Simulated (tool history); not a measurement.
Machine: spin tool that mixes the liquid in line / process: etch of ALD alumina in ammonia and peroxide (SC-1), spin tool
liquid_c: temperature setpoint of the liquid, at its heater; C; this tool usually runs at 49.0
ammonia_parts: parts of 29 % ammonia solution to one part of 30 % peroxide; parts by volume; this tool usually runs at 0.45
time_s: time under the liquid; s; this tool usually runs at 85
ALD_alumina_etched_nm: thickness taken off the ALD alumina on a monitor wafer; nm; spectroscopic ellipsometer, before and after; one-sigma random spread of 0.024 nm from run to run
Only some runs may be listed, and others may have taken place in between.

run,hour,liquid_c,ammonia_parts,time_s,wafers since the last listed run,hours since the thermometer was replaced,hours since the ammonia flow meter was replaced,hours since the heated supply line was repaired,hours since the drum of ammonia solution was connected,hours since the gauge calibration,"read-back film thickness of the ALD alumina reference wafer, read on the same gauge (nm)",ALD_alumina_etched_nm
1,0.0,49.0,0.45,85,0,1422.3,831.7,1174.3,40.8,1750.5,109.995,3.788
# hour 16.5: heated supply line repaired
2,46.6,49.0,0.45,100,563,1468.9,878.3,30.1,87.4,1797.1,110.017,4.269
3,126.3,49.0,0.45,100,985,1548.6,958.0,109.8,167.1,1876.8,109.969,4.263
4,203.3,49.0,0.45,85,951,1625.6,1035.0,186.8,244.1,1953.8,109.990,3.609
5,240.4,49.0,0.45,85,458,1662.7,1072.1,223.9,281.2,1990.9,110.013,3.607
6,317.3,49.0,0.45,85,950,1739.6,1149.0,300.8,358.1,2067.8,109.961,3.589
7,372.5,49.0,0.45,110,682,1794.8,1204.2,356.0,413.3,2123.0,109.980,4.658
8,420.6,49.0,0.45,110,594,1842.9,1252.3,404.1,461.4,2171.1,110.017,4.604
9,468.1,54.5,0.45,85,587,1890.4,1299.8,451.6,508.9,2218.6,110.046,4.810
# hour 476.2: heated supply line repaired, repeated, since the last time left the tool worse
10,510.8,43.0,0.45,85,515,1933.1,1342.5,34.6,551.6,2261.3,110.071,2.866
# hour 538.7: ammonia flow meter replaced
11,576.3,49.0,0.45,50,797,1998.6,37.6,100.1,617.1,2326.8,110.014,2.353
# hour 649.5: new drum of ammonia solution connected
12,660.0,46.0,0.50,85,1022,2082.3,121.3,183.8,10.5,2410.5,109.948,3.395
# hour 663.1: gauge calibrated
13,754.9,49.0,0.45,85,1173,2177.2,216.2,278.7,105.4,91.8,110.015,4.002
14,995.2,49.0,0.35,85,2970,2417.5,456.5,519.0,345.7,332.1,109.992,3.826
# hour 1094.8: thermometer replaced
15,1099.8,49.0,0.45,85,1280,5.0,561.1,623.6,450.3,436.7,110.015,3.866
16,1141.5,49.0,0.45,85,515,46.7,602.8,665.3,492.0,478.4,110.017,3.919
17,1247.4,49.0,0.60,100,1309,152.6,708.7,771.2,597.9,584.3,110.014,4.693
18,1330.0,49.0,0.45,85,1021,235.2,791.3,853.8,680.5,666.9,109.980,3.907
# hour 1506.3: new drum of ammonia solution connected
19,1551.1,44.5,0.45,85,2720,456.3,1012.4,1074.9,44.8,888.0,109.990,3.004
# hour 1573.0: heated supply line repaired
20,1611.8,45.0,0.50,120,738,517.0,1073.1,38.8,105.5,948.7,110.022,4.569
21,1701.7,49.0,0.45,85,1111,606.9,1163.0,128.7,195.4,1038.6,110.020,3.993
# hour 1749.7: ammonia flow meter replaced
22,1802.4,42.5,0.25,65,1232,707.6,52.7,229.4,296.1,1139.3,109.982,2.002
23,1877.8,49.0,0.45,85,932,783.0,128.1,304.8,371.5,1214.7,110.017,3.946
24,1975.2,49.0,0.30,85,1204,880.4,225.5,402.2,468.9,1312.1,110.015,3.804
25,2079.5,55.0,0.45,85,1289,984.7,329.8,506.5,573.2,1416.4,109.991,5.457

For each run, what was the tool's unlogged condition?
liquid colder than its thermometer reads (K): 0 in every run
ammonia flow below the setpoint (%): 0 in every run
ammonia solution weaker than its label (%): 0 in every run
gauge reads high (%): 0 in every run
H1: temperature lost on the way to the wafer (K)
run,H1
1,1
2,1.82
3,1.88
4,1.94
5,1.97
6,2.02
7,2.06
8,2.1
9,2.14
10,0.0388
11,0.0872
12,0.149
13,0.219
14,0.397
15,0.474
16,0.505
17,0.583
18,0.644
19,0.807
20,0.0761
21,0.142
22,0.217
23,0.272
24,0.344
25,0.421

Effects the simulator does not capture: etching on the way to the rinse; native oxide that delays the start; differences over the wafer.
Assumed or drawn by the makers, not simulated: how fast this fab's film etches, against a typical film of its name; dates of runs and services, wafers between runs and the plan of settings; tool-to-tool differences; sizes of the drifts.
